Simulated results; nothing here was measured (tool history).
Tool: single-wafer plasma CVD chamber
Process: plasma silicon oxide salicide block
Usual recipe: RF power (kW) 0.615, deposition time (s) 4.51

run,day,RF power (kW),deposition time (s),wafers since the last listed run,hours since the last RF generator calibration,hours since the showerhead was replaced,hours since the gauge calibration,"read-back reference wafer on the same gauge, thickness_nm",mean film thickness on the monitor wafer (angstrom)
1,0,0.615,4.51,0,1602.7,4522.4,276.5,36.71,444.52
2,0.746,0.615,4.51,321,1620.6,4540.3,294.4,36.702,444.5
3,1.421,0.615,4.51,290,1636.8,4556.5,310.6,36.694,445.5
4,1.938,0.615,4.51,222,1649.2,4568.9,323,36.7,444.35
5,2.196,0.615,4.51,111,1655.4,4575.1,329.2,36.679,446.47
6,2.754,0.615,4.51,240,1668.8,4588.5,342.6,36.686,445.73
7,3.479,0.615,4.33,312,1686.2,4605.9,360,36.71,425.5
8,5.338,0.615,4.51,800,1730.8,4650.5,404.6,36.706,444.64
# day 5.5: gauge calibrated
9,5.896,0.615,4.51,240,1744.2,4663.9,9.5,36.726,444.73
10,7.292,0.615,4.51,601,1777.7,4697.4,43,36.706,444.32
# day 7.746: showerhead replaced
11,7.996,0.615,4.72,159,1794.6,6,59.9,36.684,464.82
# day 8.604: RF generator calibrated
12,8.675,0.67,4.51,149,1.7,22.3,76.2,36.695,465.61
13,9.058,0.67,4.51,165,10.9,31.5,85.4,36.684,466.12
14,9.65,0.615,4.51,254,25.1,45.7,99.6,36.69,453.72
15,11.638,0.535,4.83,856,72.8,93.4,147.3,36.706,466.34
16,11.958,0.57,3.61,138,80.5,101.1,155,36.685,355
17,12.538,0.615,4.51,249,94.4,115,168.9,36.696,453.32
18,13.088,0.615,4.51,236,107.6,128.2,182.1,36.688,453.34
19,13.629,0.615,4.51,233,120.6,141.2,195.1,36.691,453.93
20,13.921,0.615,4.51,125,127.6,148.2,202.1,36.727,452.96
21,14.212,0.735,3.99,125,134.6,155.2,209.1,36.684,423.18
22,14.554,0.615,4.04,147,142.8,163.4,217.3,36.721,406.46
23,14.908,0.58,4.51,152,151.3,171.9,225.8,36.682,445.02
24,15.283,0.725,5.11,161,160.3,180.9,234.8,36.671,539.33
25,15.992,0.495,4.51,305,177.3,197.9,251.8,36.7,424.17
26,16.671,0.66,3.78,292,193.6,214.2,268.1,36.69,386.95
27,17.071,0.615,4.51,172,203.2,223.8,277.7,36.691,452.4
28,17.583,0.615,4.03,220,215.5,236.1,290,36.7,404.31

Selected run-to-run steps in mean film thickness on the monitor wafer (angstrom), each split into two signed amounts: the part the tool would show with no hidden state at all (from settings, incoming material and random variation), and the remainder, which goes to the hidden state together with any gauge scatter not common to the measured and the hidden-state-free results:
Hidden state present: delivered RF power above the setpoint (%); gauge reads high (%).
Run 7 -> 8: deposition time (s) 4.33 -> 4.51. mean film thickness on the monitor wafer (angstrom) +19.14: hidden state -0.64, all else +19.78.
Run 11 -> 12: RF power (kW) 0.615 -> 0.67, deposition time (s) 4.72 -> 4.51, RF generator calibrated. mean film thickness on the monitor wafer (angstrom) +0.79: hidden state +10.22, all else -9.43.
Run 15 -> 16: RF power (kW) 0.535 -> 0.57, deposition time (s) 4.83 -> 3.61. mean film thickness on the monitor wafer (angstrom) -111.34: hidden state +0.1, all else -111.44.
Run 24 -> 25: RF power (kW) 0.725 -> 0.495, deposition time (s) 5.11 -> 4.51. mean film thickness on the monitor wafer (angstrom) -115.16: hidden state +0.17, all else -115.33.

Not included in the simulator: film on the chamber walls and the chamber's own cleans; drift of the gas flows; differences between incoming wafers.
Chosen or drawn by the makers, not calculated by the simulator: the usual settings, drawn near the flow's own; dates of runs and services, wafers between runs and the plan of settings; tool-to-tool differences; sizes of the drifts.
